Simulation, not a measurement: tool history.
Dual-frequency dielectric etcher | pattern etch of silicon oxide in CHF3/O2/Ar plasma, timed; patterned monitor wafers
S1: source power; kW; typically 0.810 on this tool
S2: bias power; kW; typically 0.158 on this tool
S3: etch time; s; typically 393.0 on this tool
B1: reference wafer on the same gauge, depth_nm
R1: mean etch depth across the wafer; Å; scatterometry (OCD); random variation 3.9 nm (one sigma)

run    hour     S1     S2     S3     B1     R1
  1     0.0  0.810  0.186  393.0  739.2   8570
  2    52.5  0.810  0.186  393.0  740.7   8789
  3   256.0  0.810  0.186  393.0  740.3   8662
  4   432.1  0.810  0.158  354.0  740.8   7418
  5   506.5  0.810  0.158  354.0  740.1   7595
  6   533.3  0.810  0.158  354.0  739.9   7595
  7   564.9  0.660  0.169  393.0  739.2   7815
  8   607.8  0.660  0.169  393.0  739.8   7820
  9   678.7  0.660  0.169  393.0  739.8   7749
 10   731.7  0.810  0.158  393.0  739.9   8293
 11   829.7  0.810  0.158  393.0  739.7   8285
 12   888.6  0.810  0.158  393.0  740.4   8434
 13   934.7  0.810  0.158  393.0  740.6   8338
 14   965.3  0.810  0.158  354.0  739.9   7594
 15  1004.4  0.810  0.130  499.5  739.9  10152
 16  1070.4  0.810  0.158  393.0  740.7   8284
 17  1114.6  0.970  0.185  469.5  739.7  11158
 18  1150.8  0.930  0.125  349.0  739.8   7429
 19  1222.1  0.700  0.192  426.5  739.6   8809
 20  1276.2  0.810  0.141  393.0  739.8   8171
 21  1306.8  0.940  0.158  393.0  739.4   9006
 22  1488.3  0.990  0.132  393.0  739.3   8595
 23  1532.8  0.980  0.188  508.0  740.3  12154
 24  1606.5  0.810  0.178  276.5  739.9   6064
 25  1607.5  0.810  0.158  320.5  739.6   6840
 26  1814.5  0.810  0.158  393.0  739.7   8359
 27  1852.2  0.810  0.158  393.0  740.8   8252

Withheld: 9 entries from between the runs. Position of each, and hidden state at the listed run before versus the listed run after:
After run 1, before run 2: wet clean of the chamber (hour 32.0)
  etch rate over this chamber's usual, %: -1.89 -> 0.211
  measured value less the no-hidden-state value, R1: -165 -> +18 Å
After run 4, before run 5: wet clean of the chamber (hour 476.4)
  etch rate over this chamber's usual, %: -1.81 -> -0.0704
  measured value less the no-hidden-state value, R1: -137 -> -5 Å
After run 6, before run 7: source power generator calibrated (hour 564.4)
  etch rate over this chamber's usual, %: -0.213 -> -0.382
  measured value less the no-hidden-state value, R1: -16 -> -30 Å
After run 8, before run 9: bias power generator calibrated (hour 655.1)
  etch rate over this chamber's usual, %: -0.61 -> -0.988
  measured value less the no-hidden-state value, R1: -48 -> -77 Å
After run 11, before run 12: wet clean of the chamber (hour 888.1)
  etch rate over this chamber's usual, %: -1.79 -> 0.138
  measured value less the no-hidden-state value, R1: -151 -> +12 Å
After run 18, before run 19: gauge calibrated (hour 1162.8)
  etch rate over this chamber's usual, %: -1.26 -> -1.64
  measured value less the no-hidden-state value, R1: -95 -> -147 Å
After run 19, before run 20: wet clean of the chamber (hour 1262.3)
  etch rate over this chamber's usual, %: -1.64 -> -0.077
  measured value less the no-hidden-state value, R1: -147 -> -6 Å
After run 21, before run 22: upper electrode replaced (hour 1451.2)
  etch rate over this chamber's usual, %: -0.24 -> -1.21
  measured value less the no-hidden-state value, R1: -22 -> -105 Å
After run 23, before run 24: wet clean of the chamber (hour 1606.0)
  etch rate over this chamber's usual, %: -1.45 -> -0.069
  measured value less the no-hidden-state value, R1: -178 -> -4 Å
